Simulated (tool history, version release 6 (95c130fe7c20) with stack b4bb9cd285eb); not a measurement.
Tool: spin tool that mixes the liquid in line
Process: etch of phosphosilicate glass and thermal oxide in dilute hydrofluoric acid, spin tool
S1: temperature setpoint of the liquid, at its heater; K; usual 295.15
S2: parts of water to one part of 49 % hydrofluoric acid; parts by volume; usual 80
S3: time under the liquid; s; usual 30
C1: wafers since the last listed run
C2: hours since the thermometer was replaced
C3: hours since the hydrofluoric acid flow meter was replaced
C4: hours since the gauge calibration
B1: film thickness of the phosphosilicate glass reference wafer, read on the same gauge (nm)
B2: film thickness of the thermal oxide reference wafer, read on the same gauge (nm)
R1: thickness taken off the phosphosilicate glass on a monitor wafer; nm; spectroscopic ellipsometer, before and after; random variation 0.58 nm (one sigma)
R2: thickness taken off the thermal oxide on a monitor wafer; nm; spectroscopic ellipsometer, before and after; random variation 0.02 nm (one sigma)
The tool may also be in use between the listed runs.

run    hour      S1   S2  S3    C1      C2      C3     C4      B1       B2     R1     R2
  1       0  295.15   80  30     0    1273  1164.4    831  119.99  140.025  64.83  1.763
       53.9  -- gauge calibrated
  2    71.9  295.15   80  30   955  1344.9  1236.3     18  120.05  139.975  64.46  1.751
  3     175  295.15   80  30  1370    1448  1339.4  121.1  119.99  140.012   65.3  1.788
  4   218.7  295.15   80  30   580  1491.7  1383.1  164.8  119.96  139.991  64.72  1.764
  5     431  295.15   80  30  2821    1704  1595.4  377.1     120  139.986  65.59  1.752
  6   525.6  295.15   80  30  1257  1798.6    1690  471.7  120.04  139.984  66.72  1.776
      584.1  -- thermometer replaced
  7   631.9  295.15   60  20  1399    47.8  1796.3    578  120.06  140.022  63.08  1.732
  8   692.1  298.15   80  30   800     108  1856.5  638.2  120.02  139.982  78.29  2.118
  9   753.9  298.15   80  30   821   169.8  1918.3    700  119.96  139.979  79.64  2.143
 10   811.3  295.15   80  20   762   227.2  1975.7  757.4  120.02  140.004  47.07  1.298
      822.8  -- thermometer replaced, repeated, since the last time left the tool worse
        869  -- gauge calibrated
 11   917.2  295.15   80  45  1394    94.4  2081.6   48.2     120  140.009  92.83  2.513
 12  1005.2  295.15   80  15  1169   182.4  2169.6  136.2  120.03  139.997  31.09  0.861
 13  1061.8  295.15   80  30   752     239  2226.2  192.8  120.02  139.996  62.83  1.661
 14  1134.9  291.15   65  15   971   312.1  2299.3  265.9  120.04  139.992  33.14  0.901
     1205.3  -- hydrofluoric acid flow meter replaced
 15  1230.4  298.15  120  45  1255   407.6    25.1  361.4  120.05  140.005  67.05  1.815
 16  1275.2  295.15   80  30   595   452.4    69.9  406.2  120.01   140.01  62.77   1.68
 17  1349.7  293.15  115  25   990   526.9   144.4  480.7     120  140.025  32.72  0.891
 18  1438.6  291.15   55  15  1181   615.8   233.3  569.6  120.04   139.98  40.49  1.111
 19  1481.9  295.15   80  30   575   659.1   276.6  612.9  119.96  139.996  62.02  1.692
 20  1527.4  299.65   55  20   604   704.6   322.1  658.4  120.03  140.019  75.66  2.028

5 ways to go on from here, each from the tool as it stands after run 20. What would each give?
  A  1527.8  297.65   80  30   5  705  322.5  658.8   ?   ?   ?   ?
  B  1527.8  293.65   80  30   5  705  322.5  658.8   ?   ?   ?   ?
  C  1527.8  295.15   55  30   5  705  322.5  658.8   ?   ?   ?   ?
  D  1527.8  298.65  105  30   5  705  322.5  658.8   ?   ?   ?   ?
  E  1527.8  297.15  100  30   5  705  322.5  658.8   ?   ?   ?   ?

run      B1       B2     R1     R2
  A  119.97  140.001  71.18  1.892
  B  119.97  140.001  60.53  1.609
  C  119.97  140.001  96.59  2.567
  D  119.97  140.001  54.61  1.451
  E  119.97  140.001  54.42  1.446
Without the tool's hidden state the same runs would have given:
run     R1     R2
  A   69.5  1.847
  B  59.05  1.569
  C  94.21  2.504
  D  53.36  1.418
  E  53.15  1.412
